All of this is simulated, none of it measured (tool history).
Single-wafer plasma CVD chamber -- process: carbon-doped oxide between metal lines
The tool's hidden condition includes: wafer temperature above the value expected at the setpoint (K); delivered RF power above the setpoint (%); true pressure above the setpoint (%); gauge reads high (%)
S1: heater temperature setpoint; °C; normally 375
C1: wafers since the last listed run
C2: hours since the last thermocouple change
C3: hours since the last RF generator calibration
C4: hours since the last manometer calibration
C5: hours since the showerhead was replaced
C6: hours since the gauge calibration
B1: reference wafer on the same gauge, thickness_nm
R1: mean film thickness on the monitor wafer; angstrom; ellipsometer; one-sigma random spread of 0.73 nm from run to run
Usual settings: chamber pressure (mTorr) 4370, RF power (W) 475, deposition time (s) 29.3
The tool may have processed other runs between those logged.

{"run": 1, "hour": 0.0, "S1": 375, "chamber pressure (mTorr)": 4370, "RF power (W)": 400, "deposition time (s)": 29.3, "C1": 0, "C2": 3198.4, "C3": 1635.7, "C4": 2884.9, "C5": 0.5, "C6": 24.2, "B1": 165.191, "R1": 1090.15}
{"run": 2, "hour": 2.0, "S1": 375, "chamber pressure (mTorr)": 4370, "RF power (W)": 475, "deposition time (s)": 26.8, "C1": 41, "C2": 3200.4, "C3": 1637.7, "C4": 2886.9, "C5": 2.5, "C6": 26.2, "B1": 165.063, "R1": 1228.49}
{"run": 3, "hour": 12.2, "S1": 375, "chamber pressure (mTorr)": 4370, "RF power (W)": 475, "deposition time (s)": 26.8, "C1": 211, "C2": 3210.6, "C3": 1647.9, "C4": 2897.1, "C5": 12.7, "C6": 36.4, "B1": 164.901, "R1": 1222.92}
{"run": 4, "hour": 18.4, "S1": 375, "chamber pressure (mTorr)": 4370, "RF power (W)": 475, "deposition time (s)": 26.8, "C1": 128, "C2": 3216.8, "C3": 1654.1, "C4": 2903.3, "C5": 18.9, "C6": 42.6, "B1": 165.066, "R1": 1218.67}
{"run": 5, "hour": 27.1, "S1": 375, "chamber pressure (mTorr)": 4920, "RF power (W)": 565, "deposition time (s)": 29.3, "C1": 180, "C2": 3225.5, "C3": 1662.8, "C4": 2912.0, "C5": 27.6, "C6": 51.3, "B1": 165.206, "R1": 1598.5}
{"run": 6, "hour": 37.6, "S1": 375, "chamber pressure (mTorr)": 4370, "RF power (W)": 475, "deposition time (s)": 29.3, "C1": 217, "C2": 3236.0, "C3": 1673.3, "C4": 2922.5, "C5": 38.1, "C6": 61.8, "B1": 165.162, "R1": 1327.3}
{"run": 7, "hour": 52.0, "S1": 360, "chamber pressure (mTorr)": 3720, "RF power (W)": 550, "deposition time (s)": 32.7, "C1": 298, "C2": 3250.4, "C3": 1687.7, "C4": 2936.9, "C5": 52.5, "C6": 76.2, "B1": 165.105, "R1": 1759.7}
{"run": 8, "hour": 60.9, "S1": 375, "chamber pressure (mTorr)": 4850, "RF power (W)": 475, "deposition time (s)": 31.9, "C1": 184, "C2": 3259.3, "C3": 1696.6, "C4": 2945.8, "C5": 61.4, "C6": 85.1, "B1": 165.0, "R1": 1476.56}
{"hour": 80.6, "done": "RF generator calibrated"}
{"run": 9, "hour": 81.1, "S1": 375, "chamber pressure (mTorr)": 4370, "RF power (W)": 530, "deposition time (s)": 29.3, "C1": 253, "C2": 3279.5, "C3": 0.5, "C4": 2966.0, "C5": 81.6, "C6": 105.3, "B1": 165.027, "R1": 1603.95}
{"run": 10, "hour": 87.4, "S1": 382, "chamber pressure (mTorr)": 4370, "RF power (W)": 475, "deposition time (s)": 23.5, "C1": 130, "C2": 3285.8, "C3": 6.8, "C4": 2972.3, "C5": 87.9, "C6": 111.6, "B1": 164.945, "R1": 1147.43}
{"run": 11, "hour": 102.4, "S1": 379, "chamber pressure (mTorr)": 4370, "RF power (W)": 430, "deposition time (s)": 32.9, "C1": 311, "C2": 3300.8, "C3": 21.8, "C4": 2987.3, "C5": 102.9, "C6": 126.6, "B1": 164.989, "R1": 1416.44}
{"hour": 123.4, "done": "thermocouple changed; heater temperature recalibrated"}
{"run": 12, "hour": 123.9, "S1": 375, "chamber pressure (mTorr)": 4370, "RF power (W)": 475, "deposition time (s)": 29.3, "C1": 279, "C2": 0.5, "C3": 43.3, "C4": 3008.8, "C5": 124.4, "C6": 148.1, "B1": 164.744, "R1": 1436.37}
{"run": 13, "hour": 127.5, "S1": 375, "chamber pressure (mTorr)": 4370, "RF power (W)": 520, "deposition time (s)": 29.3, "C1": 74, "C2": 4.1, "C3": 46.9, "C4": 3012.4, "C5": 128.0, "C6": 151.7, "B1": 164.875, "R1": 1562.69}
{"run": 14, "hour": 139.5, "S1": 369, "chamber pressure (mTorr)": 4370, "RF power (W)": 475, "deposition time (s)": 29.3, "C1": 248, "C2": 16.1, "C3": 58.9, "C4": 3024.4, "C5": 140.0, "C6": 163.7, "B1": 165.004, "R1": 1457.62}
{"run": 15, "hour": 155.9, "S1": 375, "chamber pressure (mTorr)": 4370, "RF power (W)": 475, "deposition time (s)": 26.8, "C1": 340, "C2": 32.5, "C3": 75.3, "C4": 3040.8, "C5": 156.4, "C6": 180.1, "B1": 164.968, "R1": 1305.84}
{"hour": 170.1, "done": "capacitance manometer re-zeroed and calibrated"}
{"run": 16, "hour": 179.3, "S1": 375, "chamber pressure (mTorr)": 4370, "RF power (W)": 475, "deposition time (s)": 34.1, "C1": 319, "C2": 55.9, "C3": 98.7, "C4": 9.2, "C5": 179.8, "C6": 203.5, "B1": 164.775, "R1": 1659.38}
{"run": 17, "hour": 186.9, "S1": 375, "chamber pressure (mTorr)": 4370, "RF power (W)": 475, "deposition time (s)": 29.3, "C1": 157, "C2": 63.5, "C3": 106.3, "C4": 16.8, "C5": 187.4, "C6": 211.1, "B1": 164.971, "R1": 1427.95}
{"run": 18, "hour": 197.2, "S1": 375, "chamber pressure (mTorr)": 4370, "RF power (W)": 405, "deposition time (s)": 27.8, "C1": 213, "C2": 73.8, "C3": 116.6, "C4": 27.1, "C5": 197.7, "C6": 221.4, "B1": 165.045, "R1": 1118.37}
{"run": 19, "hour": 203.2, "S1": 375, "chamber pressure (mTorr)": 4370, "RF power (W)": 475, "deposition time (s)": 29.3, "C1": 124, "C2": 79.8, "C3": 122.6, "C4": 33.1, "C5": 203.7, "C6": 227.4, "B1": 164.863, "R1": 1425.48}
{"run": 20, "hour": 214.6, "S1": 375, "chamber pressure (mTorr)": 4370, "RF power (W)": 435, "deposition time (s)": 29.3, "C1": 236, "C2": 91.2, "C3": 134.0, "C4": 44.5, "C5": 215.1, "C6": 238.8, "B1": 165.125, "R1": 1277.24}
{"run": 21, "hour": 228.9, "S1": 375, "chamber pressure (mTorr)": 3840, "RF power (W)": 560, "deposition time (s)": 31.9, "C1": 296, "C2": 105.5, "C3": 148.3, "C4": 58.8, "C5": 229.4, "C6": 253.1, "B1": 165.085, "R1": 1758.38}
{"run": 22, "hour": 246.0, "S1": 375, "chamber pressure (mTorr)": 3840, "RF power (W)": 560, "deposition time (s)": 31.9, "C1": 354, "C2": 122.6, "C3": 165.4, "C4": 75.9, "C5": 246.5, "C6": 270.2, "B1": 164.951, "R1": 1758.39}
{"run": 23, "hour": 254.2, "S1": 379, "chamber pressure (mTorr)": 4050, "RF power (W)": 500, "deposition time (s)": 26.8, "C1": 170, "C2": 130.8, "C3": 173.6, "C4": 84.1, "C5": 254.7, "C6": 278.4, "B1": 164.726, "R1": 1339.67}
{"run": 24, "hour": 261.8, "S1": 375, "chamber pressure (mTorr)": 4370, "RF power (W)": 475, "deposition time (s)": 29.3, "C1": 157, "C2": 138.4, "C3": 181.2, "C4": 91.7, "C5": 262.3, "C6": 286.0, "B1": 165.026, "R1": 1417.47}
{"run": 25, "hour": 268.7, "S1": 375, "chamber pressure (mTorr)": 4370, "RF power (W)": 410, "deposition time (s)": 25.4, "C1": 143, "C2": 145.3, "C3": 188.1, "C4": 98.6, "C5": 269.2, "C6": 292.9, "B1": 165.091, "R1": 1031.01}
{"run": 26, "hour": 282.2, "S1": 375, "chamber pressure (mTorr)": 4370, "RF power (W)": 475, "deposition time (s)": 29.3, "C1": 279, "C2": 158.8, "C3": 201.6, "C4": 112.1, "C5": 282.7, "C6": 306.4, "B1": 165.016, "R1": 1409.87}
{"run": 27, "hour": 292.6, "S1": 375, "chamber pressure (mTorr)": 4370, "RF power (W)": 475, "deposition time (s)": 29.3, "C1": 215, "C2": 169.2, "C3": 212.0, "C4": 122.5, "C5": 293.1, "C6": 316.8, "B1": 165.026, "R1": 1410.35}
{"run": 28, "hour": 298.8, "S1": 389, "chamber pressure (mTorr)": 5410, "RF power (W)": 390, "deposition time (s)": 23.5, "C1": 128, "C2": 175.4, "C3": 218.2, "C4": 128.7, "C5": 299.3, "C6": 323.0, "B1": 165.026, "R1": 890.64}

What if the next run were any one of these 5? Each begins from the tool's condition after run 28:
{"run": "A", "hour": 299.2, "S1": 375, "chamber pressure (mTorr)": 4370, "RF power (W)": 390, "deposition time (s)": 29.3, "C1": 8, "C2": 175.8, "C3": 218.6, "C4": 129.1, "C5": 299.7, "C6": 323.4, "B1": "?", "R1": "?"}
{"run": "B", "hour": 299.2, "S1": 375, "chamber pressure (mTorr)": 4370, "RF power (W)": 475, "deposition time (s)": 27.8, "C1": 8, "C2": 175.8, "C3": 218.6, "C4": 129.1, "C5": 299.7, "C6": 323.4, "B1": "?", "R1": "?"}
{"run": "C", "hour": 299.2, "S1": 366, "chamber pressure (mTorr)": 5420, "RF power (W)": 440, "deposition time (s)": 25.3, "C1": 8, "C2": 175.8, "C3": 218.6, "C4": 129.1, "C5": 299.7, "C6": 323.4, "B1": "?", "R1": "?"}
{"run": "D", "hour": 299.2, "S1": 366, "chamber pressure (mTorr)": 4370, "RF power (W)": 475, "deposition time (s)": 31.4, "C1": 8, "C2": 175.8, "C3": 218.6, "C4": 129.1, "C5": 299.7, "C6": 323.4, "B1": "?", "R1": "?"}
{"run": "E", "hour": 299.2, "S1": 362, "chamber pressure (mTorr)": 4370, "RF power (W)": 520, "deposition time (s)": 29.3, "C1": 8, "C2": 175.8, "C3": 218.6, "C4": 129.1, "C5": 299.7, "C6": 323.4, "B1": "?", "R1": "?"}

run=A B1=164.979 R1=1113.49
run=B B1=164.979 R1=1342.39
run=C B1=164.979 R1=1181.11
run=D B1=164.979 R1=1549.64
run=E B1=164.979 R1=1595.47
The same runs, with their run-to-run variation unchanged, on a tool lacking any hidden condition would have given:
run=A R1=1158.29
run=B R1=1388.15
run=C R1=1226.80
run=D R1=1602.46
run=E R1=1647.65
